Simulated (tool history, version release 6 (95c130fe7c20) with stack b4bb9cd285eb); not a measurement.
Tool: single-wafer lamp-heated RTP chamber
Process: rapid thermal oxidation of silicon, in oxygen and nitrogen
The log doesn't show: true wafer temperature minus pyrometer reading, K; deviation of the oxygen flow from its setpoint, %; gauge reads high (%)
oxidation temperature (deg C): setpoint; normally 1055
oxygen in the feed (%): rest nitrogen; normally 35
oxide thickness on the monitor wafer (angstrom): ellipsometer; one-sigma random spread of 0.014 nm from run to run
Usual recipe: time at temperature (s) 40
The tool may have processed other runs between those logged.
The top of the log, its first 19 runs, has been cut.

run    hour  oxidation temperature (deg C)  time at temperature (s)  oxygen in the feed (%)  wafers since the last listed run  wafers since the last pyrometer calibration  hours since the oxygen flow controller was replaced  hours since the gauge calibration  read-back reference wafer on the same gauge, thickness  oxide thickness on the monitor wafer (angstrom)
 20   557.3                           1055                       40                      22                               229                                          292                                                 55.1                              296.0                                                   4.938                                            39.78
 21   588.3                           1072                       40                      26                               233                                          526                                                 86.1                              327.0                                                   4.940                                            47.05
 22   615.3                           1055                       40                      35                               203                                          729                                                113.1                              354.0                                                   4.937                                            46.54
 23   630.3                           1073                       50                      17                               112                                          842                                                128.1                              369.0                                                   4.935                                            44.90
 24   659.1                           1072                       22                      56                               216                                         1059                                                156.9                              397.8                                                   4.948                                            47.77
 25   687.2                           1042                       32                      35                               211                                         1270                                                185.0                              425.9                                                   4.944                                            39.02
 26   708.6                           1055                       21                      47                               161                                         1431                                                206.4                              447.3                                                   4.942                                            39.65
 27   736.5                           1046                       40                      35                               209                                         1641                                                234.3                              475.2                                                   4.940                                            44.33
 28   769.1                           1073                       40                      17                               245                                         1887                                                266.9                              507.8                                                   4.932                                            41.31
 29   793.3                           1069                       33                      43                               182                                         2069                                                291.1                              532.0                                                   4.937                                            50.81
 30   812.7                           1055                       51                      35                               146                                         2215                                                310.5                              551.4                                                   4.941                                            51.79
 31   845.8                           1083                       40                      17                               249                                         2464                                                343.6                              584.5                                                   4.942                                            44.04
 32   860.3                           1039                       40                      17                               109                                         2573                                                358.1                              599.0                                                   4.938                                            33.75
 33   892.1                           1055                       40                      35                               239                                         2812                                                389.9                              630.8                                                   4.936                                            46.77
 34   907.0                           1072                       40                      26                               112                                         2924                                                404.8                              645.7                                                   4.943                                            47.58
 35  1010.6                           1055                       57                      62                               779                                         3704                                                508.4                              749.3                                                   4.943                                            67.22
     1011.8  -- gauge calibrated
 36  1028.3                           1081                       51                      49                               133                                         3837                                                526.1                               16.5                                                   4.941                                            69.70
 37  1045.5                           1055                       40                      35                               129                                         3967                                                543.3                               33.7                                                   4.940                                            47.13

Branching from run 37: 5 alternative next runs. What would each branch give?
  A  1046.0                           1055                       40                      35                                 3                                         3971                                                543.8                               34.2                                                       ?                                                ?
  B  1046.0                           1037                       23                      17                                 3                                         3971                                                543.8                               34.2                                                       ?                                                ?
  C  1046.0                           1034                       34                      44                                 3                                         3971                                                543.8                               34.2                                                       ?                                                ?
  D  1046.0                           1083                       24                      17                                 3                                         3971                                                543.8                               34.2                                                       ?                                                ?
  E  1046.0                           1065                       56                      35                                 3                                         3971                                                543.8                               34.2                                                       ?                                                ?

run  read-back reference wafer on the same gauge, thickness  oxide thickness on the monitor wafer (angstrom)
  A                                                   4.935                                            47.29
  B                                                   4.935                                            27.90
  C                                                   4.935                                            41.59
  D                                                   4.935                                            36.16
  E                                                   4.935                                            58.35
Stripped of hidden state, with their random variation kept, the same runs would have yielded:
run  oxide thickness on the monitor wafer (angstrom)
  A                                            46.52
  B                                            27.57
  C                                            40.91
  D                                            35.64
  E                                            57.40
